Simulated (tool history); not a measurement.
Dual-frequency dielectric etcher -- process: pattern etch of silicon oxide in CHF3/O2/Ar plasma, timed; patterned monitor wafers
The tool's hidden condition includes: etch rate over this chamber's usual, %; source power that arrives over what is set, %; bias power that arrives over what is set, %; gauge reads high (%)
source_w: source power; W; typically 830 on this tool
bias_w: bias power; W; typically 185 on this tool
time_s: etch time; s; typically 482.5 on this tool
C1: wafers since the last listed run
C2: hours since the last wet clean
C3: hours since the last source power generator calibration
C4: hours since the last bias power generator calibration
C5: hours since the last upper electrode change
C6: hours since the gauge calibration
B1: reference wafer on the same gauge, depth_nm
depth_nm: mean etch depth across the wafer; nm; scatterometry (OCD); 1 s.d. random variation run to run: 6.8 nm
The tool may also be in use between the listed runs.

run 1 day=0 | source_w=830 bias_w=185 time_s=482.5 | C1=0 C2=379.2 C3=3969.3 C4=4614.8 C5=3384.3 C6=284.2 | B1=890 | depth_nm=1064.6
run 2 day=0.433 | source_w=830 bias_w=185 time_s=482.5 | C1=24 C2=389.6 C3=3979.7 C4=4625.2 C5=3394.7 C6=294.6 | B1=890.2 | depth_nm=1084.2
run 3 day=1.025 | source_w=830 bias_w=185 time_s=482.5 | C1=33 C2=403.8 C3=3993.9 C4=4639.4 C5=3408.9 C6=308.8 | B1=889.6 | depth_nm=1082
run 4 day=1.458 | source_w=830 bias_w=185 time_s=378.5 | C1=24 C2=414.2 C3=4004.3 C4=4649.8 C5=3419.3 C6=319.2 | B1=891.9 | depth_nm=844
-- day=1.95 source power generator calibrated
run 5 day=2.071 | source_w=760 bias_w=185 time_s=482.5 | C1=25 C2=428.9 C3=2.9 C4=4664.5 C5=3434 C6=333.9 | B1=888.3 | depth_nm=1048.7
-- day=3.104 wet clean of the chamber
run 6 day=3.125 | source_w=690 bias_w=185 time_s=482.5 | C1=3 C2=0.5 C3=28.2 C4=4689.8 C5=3459.3 C6=359.2 | B1=889 | depth_nm=958.5
run 7 day=3.142 | source_w=830 bias_w=185 time_s=482.5 | C1=0 C2=0.9 C3=28.6 C4=4690.2 C5=3459.7 C6=359.6 | B1=890.4 | depth_nm=1027.4
run 8 day=3.604 | source_w=830 bias_w=185 time_s=547.5 | C1=26 C2=12 C3=39.7 C4=4701.3 C5=3470.8 C6=370.7 | B1=890.9 | depth_nm=1153.3
run 9 day=5.575 | source_w=1010 bias_w=218 time_s=482.5 | C1=111 C2=59.3 C3=87 C4=4748.6 C5=3518.1 C6=418 | B1=888.6 | depth_nm=1138.6
run 10 day=6.179 | source_w=830 bias_w=185 time_s=415.5 | C1=34 C2=73.8 C3=101.5 C4=4763.1 C5=3532.6 C6=432.5 | B1=891.1 | depth_nm=889.2
run 11 day=6.783 | source_w=700 bias_w=197 time_s=568 | C1=34 C2=88.3 C3=116 C4=4777.6 C5=3547.1 C6=447 | B1=890.6 | depth_nm=1176.1
-- day=7.129 bias power generator calibrated
run 12 day=7.15 | source_w=830 bias_w=161 time_s=482.5 | C1=11 C2=97.1 C3=124.8 C4=0.5 C5=3555.9 C6=455.8 | B1=889.2 | depth_nm=1006.8
-- day=8.2 upper electrode replaced
run 13 day=8.221 | source_w=1030 bias_w=221 time_s=578.5 | C1=4 C2=122.8 C3=150.5 C4=26.2 C5=0.5 C6=481.5 | B1=889.3 | depth_nm=1397.7
run 14 day=8.238 | source_w=690 bias_w=208 time_s=583 | C1=0 C2=123.2 C3=150.9 C4=26.6 C5=0.9 C6=481.9 | B1=890.6 | depth_nm=1210.6
run 15 day=8.375 | source_w=830 bias_w=185 time_s=482.5 | C1=7 C2=126.5 C3=154.2 C4=29.9 C5=4.2 C6=485.2 | B1=890.8 | depth_nm=1031.8
run 16 day=8.642 | source_w=830 bias_w=185 time_s=482.5 | C1=15 C2=132.9 C3=160.6 C4=36.3 C5=10.6 C6=491.6 | B1=893.2 | depth_nm=1046.8
run 17 day=9.233 | source_w=940 bias_w=185 time_s=482.5 | C1=33 C2=147.1 C3=174.8 C4=50.5 C5=24.8 C6=505.8 | B1=891.3 | depth_nm=1087.4
run 18 day=9.608 | source_w=830 bias_w=185 time_s=482.5 | C1=21 C2=156.1 C3=183.8 C4=59.5 C5=33.8 C6=514.8 | B1=890.1 | depth_nm=1036.3
-- day=9.642 gauge calibrated
run 19 day=10.054 | source_w=970 bias_w=185 time_s=567 | C1=25 C2=166.8 C3=194.5 C4=70.2 C5=44.5 C6=9.9 | B1=888 | depth_nm=1301.1
run 20 day=10.383 | source_w=730 bias_w=216 time_s=397 | C1=18 C2=174.7 C3=202.4 C4=78.1 C5=52.4 C6=17.8 | B1=889.7 | depth_nm=858.2
run 21 day=11.642 | source_w=690 bias_w=208 time_s=583 | C1=71 C2=204.9 C3=232.6 C4=108.3 C5=82.6 C6=48 | B1=890.8 | depth_nm=1220.7
run 22 day=12.267 | source_w=680 bias_w=140 time_s=572.5 | C1=35 C2=219.9 C3=247.6 C4=123.3 C5=97.6 C6=63 | B1=890.9 | depth_nm=1108.2
run 23 day=12.596 | source_w=1020 bias_w=168 time_s=482.5 | C1=18 C2=227.8 C3=255.5 C4=131.2 C5=105.5 C6=70.9 | B1=889.8 | depth_nm=1105
run 24 day=13.329 | source_w=1000 bias_w=185 time_s=576.5 | C1=41 C2=245.4 C3=273.1 C4=148.8 C5=123.1 C6=88.5 | B1=889.9 | depth_nm=1357.8
run 25 day=13.775 | source_w=830 bias_w=229 time_s=482.5 | C1=25 C2=256.1 C3=283.8 C4=159.5 C5=133.8 C6=99.2 | B1=893.4 | depth_nm=1109.6
run 26 day=14.108 | source_w=830 bias_w=197 time_s=587.5 | C1=18 C2=264.1 C3=291.8 C4=167.5 C5=141.8 C6=107.2 | B1=889.4 | depth_nm=1311.2
run 27 day=14.762 | source_w=680 bias_w=231 time_s=482.5 | C1=37 C2=279.8 C3=307.5 C4=183.2 C5=157.5 C6=122.9 | B1=892.8 | depth_nm=1042.4
run 28 day=15.492 | source_w=1020 bias_w=185 time_s=482.5 | C1=41 C2=297.3 C3=325 C4=200.7 C5=175 C6=140.4 | B1=891.7 | depth_nm=1140.4
run 29 day=16.083 | source_w=830 bias_w=185 time_s=482.5 | C1=33 C2=311.5 C3=339.2 C4=214.9 C5=189.2 C6=154.6 | B1=888.5 | depth_nm=1065.7

Branching from run 29: 5 alternative next runs. What would each branch give?
run A day=16.108 | source_w=830 bias_w=185 time_s=482.5 | C1=1 C2=312.1 C3=339.8 C4=215.5 C5=189.8 C6=155.2 | B1=? | depth_nm=?
run B day=16.108 | source_w=630 bias_w=185 time_s=482.5 | C1=1 C2=312.1 C3=339.8 C4=215.5 C5=189.8 C6=155.2 | B1=? | depth_nm=?
run C day=16.108 | source_w=940 bias_w=161 time_s=551.5 | C1=1 C2=312.1 C3=339.8 C4=215.5 C5=189.8 C6=155.2 | B1=? | depth_nm=?
run D day=16.108 | source_w=650 bias_w=203 time_s=389.5 | C1=1 C2=312.1 C3=339.8 C4=215.5 C5=189.8 C6=155.2 | B1=? | depth_nm=?
run E day=16.108 | source_w=1030 bias_w=202 time_s=608 | C1=1 C2=312.1 C3=339.8 C4=215.5 C5=189.8 C6=155.2 | B1=? | depth_nm=?

run=A B1=891.9 depth_nm=1062.9
run=B B1=891.9 depth_nm=972.7
run=C B1=891.9 depth_nm=1230.1
run=D B1=891.9 depth_nm=809.7
run=E B1=891.9 depth_nm=1467.6
Without the tool's unlogged condition, the same runs would have read:
run=A depth_nm=1020
run=B depth_nm=933.5
run=C depth_nm=1180.5
run=D depth_nm=777.1
run=E depth_nm=1408.5
